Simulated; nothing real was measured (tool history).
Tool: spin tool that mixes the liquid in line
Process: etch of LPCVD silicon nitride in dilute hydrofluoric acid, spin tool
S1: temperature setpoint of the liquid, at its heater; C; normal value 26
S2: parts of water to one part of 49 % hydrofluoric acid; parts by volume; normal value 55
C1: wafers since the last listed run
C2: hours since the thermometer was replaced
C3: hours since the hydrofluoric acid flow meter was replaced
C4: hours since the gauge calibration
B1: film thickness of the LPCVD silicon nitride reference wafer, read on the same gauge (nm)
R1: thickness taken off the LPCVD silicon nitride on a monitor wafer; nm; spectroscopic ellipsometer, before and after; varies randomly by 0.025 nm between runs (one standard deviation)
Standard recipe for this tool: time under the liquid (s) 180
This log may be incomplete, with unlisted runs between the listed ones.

Run 1, hour 0: usual settings; C1 0; C2 1436.4; C3 535.6; C4 355.4; B1 150.025. Result: R1 1.945 nm.
Run 2, hour 48.7: usual settings; C1 418; C2 1485.1; C3 584.3; C4 404.1; B1 149.978. Result: R1 1.984 nm.
Run 3, hour 76.4: usual settings; C1 238; C2 1512.8; C3 612; C4 431.8; B1 149.958. Result: R1 1.95 nm.
Run 4, hour 114.4: usual settings; C1 326; C2 1550.8; C3 650; C4 469.8; B1 150.022. Result: R1 1.992 nm.
Run 5, hour 177.3: usual settings; C1 540; C2 1613.7; C3 712.9; C4 532.7; B1 150.007. Result: R1 1.987 nm.
Run 6, hour 310.1: usual settings; C1 1141; C2 1746.5; C3 845.7; C4 665.5; B1 150.048. Result: R1 1.992 nm.
At hour 344.2: hydrofluoric acid flow meter replaced.
Run 7, hour 370.8: usual settings; C1 513; C2 1807.2; C3 26.6; C4 726.2; B1 150.009. Result: R1 1.886 nm.
At hour 377.7: thermometer replaced.
Run 8, hour 408: usual settings; C1 311; C2 30.3; C3 63.8; C4 763.4; B1 150.004. Result: R1 1.753 nm.
Run 9, hour 467.8: usual settings; C1 514; C2 90.1; C3 123.6; C4 823.2; B1 149.983. Result: R1 1.738 nm.
Run 10, hour 505: usual settings; C1 319; C2 127.3; C3 160.8; C4 860.4; B1 149.991. Result: R1 1.795 nm.
Run 11, hour 560.2: usual settings; C1 474; C2 182.5; C3 216; C4 915.6; B1 150.014. Result: R1 1.752 nm.
Run 12, hour 591.2: usual settings; C1 266; C2 213.5; C3 247; C4 946.6; B1 150.011. Result: R1 1.813 nm.
Run 13, hour 655.9: usual settings; C1 556; C2 278.2; C3 311.7; C4 1011.3; B1 149.962. Result: R1 1.784 nm.
Run 14, hour 690: usual settings; C1 293; C2 312.3; C3 345.8; C4 1045.4; B1 150.018. Result: R1 1.818 nm.
Run 15, hour 725.4: usual settings but S2 30 parts by volume; C1 304; C2 347.7; C3 381.2; C4 1080.8; B1 150.017. Result: R1 3.34 nm.
Run 16, hour 753.9: usual settings but S2 45 parts by volume, time under the liquid (s) 130; C1 245; C2 376.2; C3 409.7; C4 1109.3; B1 150.01. Result: R1 1.641 nm.
Run 17, hour 784.7: usual settings but S1 30.5 C, S2 40 parts by volume, time under the liquid (s) 225; C1 264; C2 407; C3 440.5; C4 1140.1; B1 149.989. Result: R1 4.202 nm.
Run 18, hour 838.6: usual settings but S1 22.5 C; C1 463; C2 460.9; C3 494.4; C4 1194; B1 150.008. Result: R1 1.461 nm.
Run 19, hour 891.4: usual settings but S1 23 C; C1 454; C2 513.7; C3 547.2; C4 1246.8; B1 150.033. Result: R1 1.49 nm.
Run 20, hour 936.5: usual settings but S1 24 C, S2 85 parts by volume; C1 387; C2 558.8; C3 592.3; C4 1291.9; B1 150.008. Result: R1 1.061 nm.
Run 21, hour 988: usual settings; C1 442; C2 610.3; C3 643.8; C4 1343.4; B1 149.996. Result: R1 1.904 nm.
Run 22, hour 1017.5: usual settings but S1 29 C, S2 35 parts by volume, time under the liquid (s) 145; C1 253; C2 639.8; C3 673.3; C4 1372.9; B1 149.988. Result: R1 2.889 nm.
At hour 1046.4: gauge calibrated.
Run 23, hour 1063.3: usual settings but S1 23.5 C, S2 65 parts by volume, time under the liquid (s) 225; C1 393; C2 685.6; C3 719.1; C4 16.9; B1 150.012. Result: R1 1.709 nm.
Run 24, hour 1135.4: usual settings but S1 27.5 C, time under the liquid (s) 275; C1 619; C2 757.7; C3 791.2; C4 89; B1 149.968. Result: R1 3.167 nm.
Run 25, hour 1174.9: usual settings; C1 339; C2 797.2; C3 830.7; C4 128.5; B1 149.96. Result: R1 1.852 nm.
Run 26, hour 1232.8: usual settings; C1 497; C2 855.1; C3 888.6; C4 186.4; B1 150.021. Result: R1 1.92 nm.
Run 27, hour 1292.4: usual settings but S1 30 C, S2 70 parts by volume; C1 512; C2 914.7; C3 948.2; C4 246; B1 150.039. Result: R1 2.025 nm.
At hour 1305.7: hydrofluoric acid flow meter replaced.
Run 28, hour 1335: usual settings; C1 357; C2 957.3; C3 29.3; C4 288.6; B1 149.992. Result: R1 1.809 nm.
Run 29, hour 1387.9: usual settings but S1 28.5 C, S2 35 parts by volume, time under the liquid (s) 285; C1 454; C2 1010.2; C3 82.2; C4 341.5; B1 149.993. Result: R1 5.29 nm.
Run 30, hour 1435.1: usual settings; C1 405; C2 1057.4; C3 129.4; C4 388.7; B1 149.992. Result: R1 1.835 nm.
Run 31, hour 1477.8: usual settings but S1 22.5 C, S2 30 parts by volume; C1 367; C2 1100.1; C3 172.1; C4 431.4; B1 149.997. Result: R1 2.699 nm.
Run 32, hour 1528.3: usual settings; C1 434; C2 1150.6; C3 222.6; C4 481.9; B1 149.994. Result: R1 1.866 nm.
Run 33, hour 1555.2: usual settings but time under the liquid (s) 105; C1 231; C2 1177.5; C3 249.5; C4 508.8; B1 150.006. Result: R1 1.096 nm.

What if the next run were any one of these 3? Each begins from the tool's condition after run 33:
Run A, hour 1555.7: usual settings; C1 4; C2 1178; C3 250; C4 509.3; B1 ?. Result: R1 ?.
Run B, hour 1555.7: usual settings but S1 29 C, S2 45 parts by volume, time under the liquid (s) 85; C1 4; C2 1178; C3 250; C4 509.3; B1 ?. Result: R1 ?.
Run C, hour 1555.7: usual settings but S1 21.5 C, S2 65 parts by volume, time under the liquid (s) 260; C1 4; C2 1178; C3 250; C4 509.3; B1 ?. Result: R1 ?.

run       B1     R1
  A  149.996  1.825
  B  149.996  1.278
  C  149.996  1.657
What these runs would have given with no unlogged condition in the tool:
run     R1
  A  1.668
  B  1.169
  C  1.511
